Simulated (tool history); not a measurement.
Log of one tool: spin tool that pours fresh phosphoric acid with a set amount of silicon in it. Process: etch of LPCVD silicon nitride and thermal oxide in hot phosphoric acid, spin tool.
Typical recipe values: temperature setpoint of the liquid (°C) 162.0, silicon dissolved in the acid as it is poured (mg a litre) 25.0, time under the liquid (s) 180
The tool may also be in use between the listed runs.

run,hour,temperature setpoint of the liquid (°C),silicon dissolved in the acid as it is poured (mg a litre),time under the liquid (s),"read-back film thickness of the LPCVD silicon nitride reference wafer, read on the same gauge (nm)","read-back film thickness of the thermal oxide reference wafer, read on the same gauge (nm)",thickness taken off the LPCVD silicon nitride on a monitor wafer (angstrom),thickness taken off the thermal oxide on a monitor wafer (angstrom)
1,0.0,164.0,25.0,180,140.01,120.015,170.1,3.32
2,39.8,164.0,25.0,180,140.00,119.997,171.0,3.18
3,140.3,164.0,25.0,180,140.02,119.973,169.5,4.09
4,222.2,162.0,25.0,180,140.02,119.997,162.7,2.97
5,307.2,162.0,25.0,180,140.04,120.031,161.8,2.76
6,405.3,162.0,25.0,180,139.96,119.992,162.2,2.74
7,605.8,160.0,25.0,180,140.01,120.034,154.9,2.11
8,650.9,160.0,25.0,180,140.01,120.018,155.6,2.47
9,729.2,161.0,25.0,180,139.98,120.028,161.9,2.86
10,775.9,162.0,13.5,180,139.97,119.998,163.7,5.09
# hour 791.8: thermometer replaced
# hour 825.0: heated supply line repaired
11,852.1,160.0,38.5,140,140.02,119.994,113.1,1.15
# hour 883.0: dissolved silicon flow meter replaced
# hour 885.5: gauge calibrated
12,913.7,164.0,25.0,180,139.99,119.972,165.8,3.07
13,963.3,164.0,30.5,215,140.01,120.000,200.8,2.94
14,1018.1,162.0,17.5,270,139.99,119.961,231.8,4.26
15,1078.6,162.0,31.5,180,139.99,120.019,157.2,2.12
16,1147.2,161.0,25.0,100,140.01,120.002,83.8,1.59
17,1185.6,162.0,25.0,250,139.98,119.996,219.2,4.41
18,1254.2,164.5,13.0,150,139.98,120.027,143.1,3.48
19,1343.8,164.5,13.0,150,140.02,120.009,142.0,4.02
20,1432.8,163.5,7.5,220,140.01,119.978,206.2,7.93
21,1468.9,162.0,41.0,85,139.99,120.005,75.9,0.67

Consider 3 possible next runs. They are alternatives, not a sequence: every one starts from the tool as it was left by run 21. What does each give?
A,1469.4,162.0,25.0,180,?,?,?,?
B,1469.4,161.0,25.0,250,?,?,?,?
C,1469.4,160.0,34.5,100,?,?,?,?

run,"read-back film thickness of the LPCVD silicon nitride reference wafer, read on the same gauge (nm)","read-back film thickness of the thermal oxide reference wafer, read on the same gauge (nm)",thickness taken off the LPCVD silicon nitride on a monitor wafer (angstrom),thickness taken off the thermal oxide on a monitor wafer (angstrom)
A,140.00,120.024,159.6,3.47
B,140.00,120.024,214.4,4.48
C,140.00,120.024,83.0,1.14
Had the tool no hidden state, the same runs would have come out as:
run,thickness taken off the LPCVD silicon nitride on a monitor wafer (angstrom),thickness taken off the thermal oxide on a monitor wafer (angstrom)
A,151.3,3.08
B,203.3,3.98
C,78.6,1.01
